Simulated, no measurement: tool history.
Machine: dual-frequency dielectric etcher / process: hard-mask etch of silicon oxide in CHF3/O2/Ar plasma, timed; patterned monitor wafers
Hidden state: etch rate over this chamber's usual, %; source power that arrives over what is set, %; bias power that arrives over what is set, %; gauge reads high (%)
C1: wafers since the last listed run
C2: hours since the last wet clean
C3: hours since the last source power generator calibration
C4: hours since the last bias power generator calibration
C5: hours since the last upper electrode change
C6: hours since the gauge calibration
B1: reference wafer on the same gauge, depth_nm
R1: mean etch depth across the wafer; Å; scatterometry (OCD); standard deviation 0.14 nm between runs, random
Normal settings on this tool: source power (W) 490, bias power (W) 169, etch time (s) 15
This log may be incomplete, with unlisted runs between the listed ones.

run 1 hour=0 | source_power_(W)=490 bias_power_(W)=148 etch_time_(s)=11.5 | C1=0 C2=157.6 C3=2316.9 C4=4119 C5=3726.1 C6=197.2 | B1=27.32 | R1=199
run 2 hour=18.8 | source_power_(W)=490 bias_power_(W)=169 etch_time_(s)=15 | C1=301 C2=176.4 C3=2335.7 C4=4137.8 C5=3744.9 C6=216 | B1=27.27 | R1=278.3
-- hour=50.1 gauge calibrated
run 3 hour=51.4 | source_power_(W)=490 bias_power_(W)=169 etch_time_(s)=15 | C1=522 C2=209 C3=2368.3 C4=4170.4 C5=3777.5 C6=1.3 | B1=27.27 | R1=277.7
run 4 hour=80.4 | source_power_(W)=490 bias_power_(W)=169 etch_time_(s)=15 | C1=464 C2=238 C3=2397.3 C4=4199.4 C5=3806.5 C6=30.3 | B1=27.25 | R1=278.7
run 5 hour=97.1 | source_power_(W)=490 bias_power_(W)=169 etch_time_(s)=15 | C1=267 C2=254.7 C3=2414 C4=4216.1 C5=3823.2 C6=47 | B1=27.3 | R1=279.1
-- hour=126.8 upper electrode replaced
run 6 hour=131.8 | source_power_(W)=490 bias_power_(W)=169 etch_time_(s)=17.5 | C1=171 C2=289.4 C3=2448.7 C4=4250.8 C5=5 C6=81.7 | B1=27.27 | R1=325.6
run 7 hour=167.3 | source_power_(W)=460 bias_power_(W)=188 etch_time_(s)=15 | C1=568 C2=324.9 C3=2484.2 C4=4286.3 C5=40.5 C6=117.2 | B1=27.31 | R1=287.9
run 8 hour=201.6 | source_power_(W)=490 bias_power_(W)=169 etch_time_(s)=15 | C1=549 C2=359.2 C3=2518.5 C4=4320.6 C5=74.8 C6=151.5 | B1=27.32 | R1=282.3
-- hour=213.7 bias power generator calibrated
-- hour=224.6 source power generator calibrated
run 9 hour=237 | source_power_(W)=420 bias_power_(W)=169 etch_time_(s)=12.5 | C1=438 C2=394.6 C3=12.4 C4=23.3 C5=110.2 C6=186.9 | B1=27.28 | R1=220.6
-- hour=267 wet clean of the chamber
run 10 hour=272.8 | source_power_(W)=540 bias_power_(W)=182 etch_time_(s)=16 | C1=189 C2=5.8 C3=48.2 C4=59.1 C5=146 C6=222.7 | B1=27.32 | R1=312.1
-- hour=274.9 gauge calibrated
run 11 hour=287.9 | source_power_(W)=490 bias_power_(W)=151 etch_time_(s)=15 | C1=241 C2=20.9 C3=63.3 C4=74.2 C5=161.1 C6=13 | B1=27.33 | R1=256.6
run 12 hour=323.4 | source_power_(W)=450 bias_power_(W)=210 etch_time_(s)=11.5 | C1=568 C2=56.4 C3=98.8 C4=109.7 C5=196.6 C6=48.5 | B1=27.3 | R1=224.5
run 13 hour=338.8 | source_power_(W)=550 bias_power_(W)=193 etch_time_(s)=19.5 | C1=246 C2=71.8 C3=114.2 C4=125.1 C5=212 C6=63.9 | B1=27.24 | R1=397.4
run 14 hour=351.3 | source_power_(W)=570 bias_power_(W)=185 etch_time_(s)=19 | C1=200 C2=84.3 C3=126.7 C4=137.6 C5=224.5 C6=76.4 | B1=27.27 | R1=383.3

What if the next run were any one of these 3? Each begins from the tool's condition after run 14:
run A hour=351.7 | source_power_(W)=490 bias_power_(W)=169 etch_time_(s)=15 | C1=6 C2=84.7 C3=127.1 C4=138 C5=224.9 C6=76.8 | B1=? | R1=?
run B hour=351.7 | source_power_(W)=490 bias_power_(W)=180 etch_time_(s)=15 | C1=6 C2=84.7 C3=127.1 C4=138 C5=224.9 C6=76.8 | B1=? | R1=?
run C hour=351.7 | source_power_(W)=600 bias_power_(W)=169 etch_time_(s)=15 | C1=6 C2=84.7 C3=127.1 C4=138 C5=224.9 C6=76.8 | B1=? | R1=?

run=A B1=27.28 R1=274.5
run=B B1=27.28 R1=283.1
run=C B1=27.28 R1=297.9
The same runs, with their run-to-run variation unchanged, on a tool lacking any hidden condition would have given:
run=A R1=273.4
run=B R1=281.9
run=C R1=296.6
